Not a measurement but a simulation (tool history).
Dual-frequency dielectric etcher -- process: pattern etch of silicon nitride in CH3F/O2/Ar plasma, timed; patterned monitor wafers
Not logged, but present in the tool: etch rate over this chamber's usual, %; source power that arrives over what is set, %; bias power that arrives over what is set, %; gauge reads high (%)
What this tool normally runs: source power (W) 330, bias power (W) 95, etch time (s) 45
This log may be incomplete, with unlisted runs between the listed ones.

run      day  source power (W)  bias power (W)  etch time (s)  wafers since the last listed run  hours since the last wet clean  hours since the last source power generator calibration  hours since the last bias power generator calibration  hours since the last upper electrode change  hours since the gauge calibration  read-back reference wafer on the same gauge, depth_nm  mean etch depth across the wafer (Å)
  1        0               290              95             45                                 0                           263.8                                                    870.3                                                 1829.6                                       1630.2                               37.9                                                  24.61                                 282.3
  2    3.375               330              95             45                              1127                           344.8                                                    951.3                                                 1910.6                                       1711.2                              118.9                                                  24.73                                 299.6
  3    6.038               330              95             45                               889                           408.7                                                   1015.2                                                 1974.5                                       1775.1                              182.8                                                   24.8                                 299.6
  4      9.1               390              76             45                              1022                           482.2                                                   1088.7                                                   2048                                       1848.6                              256.3                                                  24.92                                 298.4
  5   12.271               390              76             45                              1058                           558.3                                                   1164.8                                                 2124.1                                       1924.7                              332.4                                                  25.01                                 299.3
  6   13.875               350              95             50                               535                           596.8                                                   1203.3                                                 2162.6                                       1963.2                              370.9                                                  25.01                                 347.8
  7   16.833               330              95           34.5                               987                           667.8                                                   1274.3                                                 2233.6                                       2034.2                              441.9                                                   25.1                                 231.9
      24.621  -- upper electrode replaced
      24.925  -- bias power generator calibrated
  8   24.946               330              95             40                              2319                           862.5                                                     1469                                                    0.5                                          7.8                              636.6                                                  25.27                                 272.4
      27.888  -- wet clean of the chamber
  9   27.908               260              77           31.5                               655                             0.5                                                   1540.1                                                   71.6                                         78.9                              707.7                                                  25.34                                 175.1
 10   30.367               280             110             35                               821                            59.5                                                   1599.1                                                  130.6                                        137.9                              766.7                                                  25.37                                 234.5
 11   34.462               330              95             45                              1367                           157.8                                                   1697.4                                                  228.9                                        236.2                                865                                                  25.45                                 309.6
 12   37.767               390              95           55.5                              1103                           237.1                                                   1776.7                                                  308.2                                        315.5                              944.3                                                   25.5                                 409.1
      43.338  -- source power generator calibrated
 13   46.179               330              81             45                              2753                             439                                                     68.2                                                  510.1                                        517.4                             1146.2                                                  25.64                                 291.6
 14   50.204               330              73           56.5                              1344                           535.6                                                    164.8                                                  606.7                                          614                             1242.8                                                   25.7                                 348.4
 15   54.446               330              95           33.5                              1416                           637.4                                                    266.6                                                  708.5                                        715.8                             1344.6                                                  25.73                                 234.6
 16   56.779               330              95             45                               779                           693.4                                                    322.6                                                  764.5                                        771.8                             1400.6                                                  25.75                                 312.2
 17   58.542               330              95             45                               588                           735.7                                                    364.9                                                  806.8                                        814.1                             1442.9                                                  25.75                                 310.5
 18   61.738               290             111             45                              1067                           812.4                                                    441.6                                                  883.5                                        890.8                             1519.6                                                   25.8                                 316.2
      65.683  -- wet clean of the chamber
 19   65.704               290             106           50.5                               990                             0.5                                                    536.8                                                  978.7                                          986                             1614.8                                                  25.83                                 344.4
 20   69.058               330              82             45                              1120                              81                                                    617.3                                                 1059.2                                       1066.5                             1695.3                                                  25.86                                 294.9
 21   71.088               300             109             45                               677                           129.7                                                      666                                                 1107.9                                       1115.2                               1744                                                  25.93                                 316.7
 22   74.617               330              78             35                              1178                           214.4                                                    750.7                                                 1192.6                                       1199.9                             1828.7                                                   25.9                                 226.6
 23   76.779               330              95             45                               722                           266.3                                                    802.6                                                 1244.5                                       1251.8                             1880.6                                                  25.97                                 314.8
 24    82.85               390              86             41                              2027                             412                                                    948.3                                                 1390.2                                       1397.5                             2026.3                                                  25.95                                 297.3
 25   87.283               410              84           55.5                              1480                           518.4                                                   1054.7                                                 1496.6                                       1503.9                             2132.7                                                  25.97                                   407
 26   89.562               400              83           36.5                               761                           573.1                                                   1109.4                                                 1551.3                                       1558.6                             2187.4                                                  26.03                                 262.6
 27   93.325               330              95             45                              1256                           663.4                                                   1199.7                                                 1641.6                                       1648.9                             2277.7                                                  26.04                                 313.2
 28  100.342               330              95             45                              2343                           831.8                                                   1368.1                                                   1810                                       1817.3                             2446.1                                                  26.07                                 315.4
     101.779  -- wet clean of the chamber
 29  104.608               350              87             35                              1090                            67.9                                                   1470.5                                                 1912.4                                       1919.7                             2548.5                                                  26.05                                 241.1
 30    108.7               330              95             45                              1366                           166.1                                                   1568.7                                                 2010.6                                       2017.9                             2646.7                                                  26.05                                 316.4

Below are 4 alternative next runs, each starting from the tool's condition after run 30. Predict each:
  A  108.717               330              95           39.5                                 5                           166.5                                                   1569.1                                                   2011                                       2018.3                             2647.1                                                      ?                                     ?
  B  108.717               250             111           54.5                                 5                           166.5                                                   1569.1                                                   2011                                       2018.3                             2647.1                                                      ?                                     ?
  C  108.717               290             112           31.5                                 5                           166.5                                                   1569.1                                                   2011                                       2018.3                             2647.1                                                      ?                                     ?
  D  108.717               390             115             40                                 5                           166.5                                                   1569.1                                                   2011                                       2018.3                             2647.1                                                      ?                                     ?

run  read-back reference wafer on the same gauge, depth_nm  mean etch depth across the wafer (Å)
  A                                                  26.12                                 276.8
  B                                                  26.12                                 357.1
  C                                                  26.12                                 222.2
  D                                                  26.12                                 325.9
Stripped of hidden state, with their random variation kept, the same runs would have yielded:
run  mean etch depth across the wafer (Å)
  A                                   261
  B                                 336.8
  C                                 209.6
  D                                 307.4
